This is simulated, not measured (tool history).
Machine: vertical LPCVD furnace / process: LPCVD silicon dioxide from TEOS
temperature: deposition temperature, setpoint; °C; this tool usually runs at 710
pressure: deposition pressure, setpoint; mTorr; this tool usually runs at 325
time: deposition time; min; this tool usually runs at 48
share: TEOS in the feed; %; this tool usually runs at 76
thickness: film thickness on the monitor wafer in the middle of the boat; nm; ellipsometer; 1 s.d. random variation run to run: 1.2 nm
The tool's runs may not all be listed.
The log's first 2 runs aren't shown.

run   hour  temperature  pressure  time  share  wafers since the last listed run  hours since the last temperature calibration  hours since the pressure gauge was zeroed  hours since the TEOS flow controller was replaced  hours since the gauge calibration  read-back reference wafer on the same gauge, thickness  thickness
  3   14.9          710       325    48     76                                77                                        2578.5                                     3565.2                                             2181.9                               67.4                                                  506.61     558.24
  4   25.7          710       325    48     76                               128                                        2589.3                                       3576                                             2192.7                               78.2                                                  507.27      556.9
  5     42          710       325    48     76                               193                                        2605.6                                     3592.3                                               2209                               94.5                                                   507.1     557.32
  6   50.3          710       325    48     76                                98                                        2613.9                                     3600.6                                             2217.3                              102.8                                                  507.08     559.55
  7   56.8          710       325    48     76                                77                                        2620.4                                     3607.1                                             2223.8                              109.3                                                  507.29     559.27
  8   71.2          710       325    48     76                               170                                        2634.8                                     3621.5                                             2238.2                              123.7                                                  506.89     558.82
  9   81.3          710       380    48     76                               119                                        2644.9                                     3631.6                                             2248.3                              133.8                                                  507.26      605.1
 10   98.1          710       380    48     76                               199                                        2661.7                                     3648.4                                             2265.1                              150.6                                                  507.32     604.37
     134.2  -- thermocouples replaced and temperature profile calibrated
 11  134.7          710       380    48     76                               149                                           0.5                                       3685                                             2301.7                              187.2                                                  506.79     558.93
 12    139          710       325    48     76                                51                                           4.8                                     3689.3                                               2306                              191.5                                                  506.99     515.65
 13  143.2          710       325    48     76                                49                                             9                                     3693.5                                             2310.2                              195.7                                                  507.11     516.52
 14    156          710       325    48     76                               151                                          21.8                                     3706.3                                               2323                              208.5                                                  507.25     515.96
 15  169.5          710       325    48     76                               160                                          35.3                                     3719.8                                             2336.5                                222                                                  507.54      517.8
 16  177.6          710       325    59     76                                96                                          43.4                                     3727.9                                             2344.6                              230.1                                                  507.15      637.4
 17  188.2          710       380    48     76                               125                                            54                                     3738.5                                             2355.2                              240.7                                                  507.45     560.11
       220  -- pressure gauge zeroed
     228.7  -- TEOS flow controller replaced
 18  229.2          710       325    48     76                                98                                            95                                        9.2                                                0.5                              281.7                                                  507.09     516.33

Run 19 comes next. What will it give?
 19  233.5          704       325    48     76                                51                                          99.3                                       13.5                                                4.8                                286                                                       ?          ?

{"run 19": {"read-back reference wafer on the same gauge, thickness": 507.02, "thickness": 450.27}}
With the hidden condition absent and the run-to-run variation left alone, this run would have shown thickness 447.11 nm.
